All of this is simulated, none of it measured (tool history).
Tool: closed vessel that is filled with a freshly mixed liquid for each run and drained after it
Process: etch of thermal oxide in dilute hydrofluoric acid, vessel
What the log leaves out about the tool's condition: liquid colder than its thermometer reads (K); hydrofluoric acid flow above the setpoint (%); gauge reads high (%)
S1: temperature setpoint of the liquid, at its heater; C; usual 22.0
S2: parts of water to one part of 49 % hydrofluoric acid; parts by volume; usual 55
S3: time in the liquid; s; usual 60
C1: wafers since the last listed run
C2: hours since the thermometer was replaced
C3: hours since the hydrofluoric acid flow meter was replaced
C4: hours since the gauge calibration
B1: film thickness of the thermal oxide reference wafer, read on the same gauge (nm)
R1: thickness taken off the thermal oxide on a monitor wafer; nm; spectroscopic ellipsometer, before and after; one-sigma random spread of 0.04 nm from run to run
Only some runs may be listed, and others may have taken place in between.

{"run": 1, "hour": 0.0, "S1": 22.0, "S2": 65, "S3": 75, "C1": 0, "C2": 56.4, "C3": 159.6, "C4": 303.5, "B1": 40.04, "R1": 5.85}
{"run": 2, "hour": 57.8, "S1": 22.0, "S2": 65, "S3": 75, "C1": 5676, "C2": 114.2, "C3": 217.4, "C4": 361.3, "B1": 39.99, "R1": 5.9}
{"run": 3, "hour": 87.2, "S1": 22.0, "S2": 65, "S3": 75, "C1": 2887, "C2": 143.6, "C3": 246.8, "C4": 390.7, "B1": 40.07, "R1": 5.73}
{"run": 4, "hour": 150.2, "S1": 22.0, "S2": 55, "S3": 60, "C1": 6187, "C2": 206.6, "C3": 309.8, "C4": 453.7, "B1": 40.01, "R1": 5.53}
{"run": 5, "hour": 198.7, "S1": 22.0, "S2": 55, "S3": 60, "C1": 4763, "C2": 255.1, "C3": 358.3, "C4": 502.2, "B1": 39.99, "R1": 5.53}
{"run": 6, "hour": 246.4, "S1": 22.0, "S2": 55, "S3": 60, "C1": 4684, "C2": 302.8, "C3": 406.0, "C4": 549.9, "B1": 39.96, "R1": 5.52}
{"run": 7, "hour": 277.2, "S1": 22.0, "S2": 55, "S3": 60, "C1": 3024, "C2": 333.6, "C3": 436.8, "C4": 580.7, "B1": 39.97, "R1": 5.58}
{"run": 8, "hour": 343.0, "S1": 22.0, "S2": 55, "S3": 60, "C1": 6462, "C2": 399.4, "C3": 502.6, "C4": 646.5, "B1": 40.02, "R1": 5.57}
{"run": 9, "hour": 393.7, "S1": 22.0, "S2": 65, "S3": 60, "C1": 4979, "C2": 450.1, "C3": 553.3, "C4": 697.2, "B1": 40.0, "R1": 4.64}
{"hour": 450.0, "done": "hydrofluoric acid flow meter replaced"}
{"run": 10, "hour": 464.3, "S1": 22.0, "S2": 65, "S3": 60, "C1": 6835, "C2": 520.7, "C3": 14.3, "C4": 767.8, "B1": 40.03, "R1": 4.64}
{"run": 11, "hour": 499.7, "S1": 22.0, "S2": 65, "S3": 60, "C1": 3476, "C2": 556.1, "C3": 49.7, "C4": 803.2, "B1": 40.03, "R1": 4.6}
{"hour": 503.1, "done": "thermometer replaced"}
{"run": 12, "hour": 555.1, "S1": 22.0, "S2": 55, "S3": 60, "C1": 5342, "C2": 52.0, "C3": 105.1, "C4": 858.6, "B1": 40.04, "R1": 5.54}
{"run": 13, "hour": 607.8, "S1": 22.0, "S2": 55, "S3": 60, "C1": 5175, "C2": 104.7, "C3": 157.8, "C4": 911.3, "B1": 40.02, "R1": 5.58}
{"hour": 695.2, "done": "gauge calibrated"}
{"run": 14, "hour": 723.4, "S1": 22.0, "S2": 55, "S3": 60, "C1": 11353, "C2": 220.3, "C3": 273.4, "C4": 28.2, "B1": 40.0, "R1": 5.59}
{"run": 15, "hour": 753.7, "S1": 23.5, "S2": 55, "S3": 60, "C1": 2975, "C2": 250.6, "C3": 303.7, "C4": 58.5, "B1": 40.0, "R1": 6.0}
{"run": 16, "hour": 788.2, "S1": 22.0, "S2": 35, "S3": 60, "C1": 3388, "C2": 285.1, "C3": 338.2, "C4": 93.0, "B1": 39.99, "R1": 8.95}
{"run": 17, "hour": 854.2, "S1": 20.5, "S2": 55, "S3": 45, "C1": 6482, "C2": 351.1, "C3": 404.2, "C4": 159.0, "B1": 40.04, "R1": 3.91}
{"run": 18, "hour": 917.1, "S1": 26.0, "S2": 55, "S3": 60, "C1": 6177, "C2": 414.0, "C3": 467.1, "C4": 221.9, "B1": 40.02, "R1": 6.49}
{"run": 19, "hour": 946.9, "S1": 20.0, "S2": 35, "S3": 35, "C1": 2926, "C2": 443.8, "C3": 496.9, "C4": 251.7, "B1": 40.07, "R1": 4.79}
{"run": 20, "hour": 978.9, "S1": 22.0, "S2": 55, "S3": 60, "C1": 3142, "C2": 475.8, "C3": 528.9, "C4": 283.7, "B1": 40.0, "R1": 5.48}
{"run": 21, "hour": 1022.8, "S1": 22.0, "S2": 55, "S3": 60, "C1": 4311, "C2": 519.7, "C3": 572.8, "C4": 327.6, "B1": 40.0, "R1": 5.54}
{"hour": 1062.7, "done": "hydrofluoric acid flow meter replaced"}
{"hour": 1072.2, "done": "thermometer replaced"}
{"run": 22, "hour": 1077.1, "S1": 25.5, "S2": 30, "S3": 80, "C1": 5136, "C2": 4.9, "C3": 14.4, "C4": 381.9, "B1": 39.98, "R1": 16.18}
{"run": 23, "hour": 1117.3, "S1": 25.5, "S2": 30, "S3": 30, "C1": 3948, "C2": 45.1, "C3": 54.6, "C4": 422.1, "B1": 40.0, "R1": 6.09}
{"run": 24, "hour": 1168.1, "S1": 26.5, "S2": 80, "S3": 90, "C1": 4989, "C2": 95.9, "C3": 105.4, "C4": 472.9, "B1": 40.03, "R1": 6.67}
{"run": 25, "hour": 1194.6, "S1": 22.0, "S2": 55, "S3": 40, "C1": 2602, "C2": 122.4, "C3": 131.9, "C4": 499.4, "B1": 39.98, "R1": 3.75}
{"run": 26, "hour": 1247.2, "S1": 22.0, "S2": 55, "S3": 30, "C1": 5165, "C2": 175.0, "C3": 184.5, "C4": 552.0, "B1": 40.02, "R1": 2.76}
{"run": 27, "hour": 1401.9, "S1": 22.0, "S2": 55, "S3": 60, "C1": 15193, "C2": 329.7, "C3": 339.2, "C4": 706.7, "B1": 40.01, "R1": 5.56}
{"run": 28, "hour": 1471.3, "S1": 22.0, "S2": 30, "S3": 95, "C1": 6815, "C2": 399.1, "C3": 408.6, "C4": 776.1, "B1": 40.03, "R1": 16.64}
{"run": 29, "hour": 1505.2, "S1": 22.0, "S2": 55, "S3": 40, "C1": 3329, "C2": 433.0, "C3": 442.5, "C4": 810.0, "B1": 40.02, "R1": 3.66}
{"run": 30, "hour": 1546.5, "S1": 22.0, "S2": 75, "S3": 70, "C1": 4056, "C2": 474.3, "C3": 483.8, "C4": 851.3, "B1": 39.93, "R1": 4.56}
{"run": 31, "hour": 1575.0, "S1": 19.5, "S2": 30, "S3": 95, "C1": 2799, "C2": 502.8, "C3": 512.3, "C4": 879.8, "B1": 39.94, "R1": 14.97}
{"hour": 1592.6, "done": "hydrofluoric acid flow meter replaced"}
{"run": 32, "hour": 1608.8, "S1": 22.0, "S2": 55, "S3": 60, "C1": 3221, "C2": 536.6, "C3": 16.2, "C4": 913.6, "B1": 39.96, "R1": 5.56}
{"run": 33, "hour": 1646.2, "S1": 24.0, "S2": 45, "S3": 60, "C1": 3673, "C2": 574.0, "C3": 53.6, "C4": 951.0, "B1": 40.03, "R1": 7.5}
{"hour": 1665.4, "done": "thermometer replaced"}
{"run": 34, "hour": 1679.7, "S1": 22.0, "S2": 55, "S3": 50, "C1": 3191, "C2": 14.3, "C3": 87.1, "C4": 984.5, "B1": 39.98, "R1": 4.63}
{"run": 35, "hour": 1749.2, "S1": 22.0, "S2": 55, "S3": 60, "C1": 6825, "C2": 83.8, "C3": 156.6, "C4": 1054.0, "B1": 40.06, "R1": 5.57}

Forecast each of these 3 alternatives for the next run:
{"run": "A", "hour": 1749.9, "S1": 22.0, "S2": 55, "S3": 60, "C1": 68, "C2": 84.5, "C3": 157.3, "C4": 1054.7, "B1": "?", "R1": "?"}
{"run": "B", "hour": 1749.9, "S1": 24.0, "S2": 35, "S3": 40, "C1": 68, "C2": 84.5, "C3": 157.3, "C4": 1054.7, "B1": "?", "R1": "?"}
{"run": "C", "hour": 1749.9, "S1": 20.5, "S2": 55, "S3": 60, "C1": 68, "C2": 84.5, "C3": 157.3, "C4": 1054.7, "B1": "?", "R1": "?"}

run=A B1=39.95 R1=5.55
run=B B1=39.95 R1=6.49
run=C B1=39.95 R1=5.21
Without the tool's unlogged condition, the same runs would have read:
run=A R1=5.55
run=B R1=6.49
run=C R1=5.21
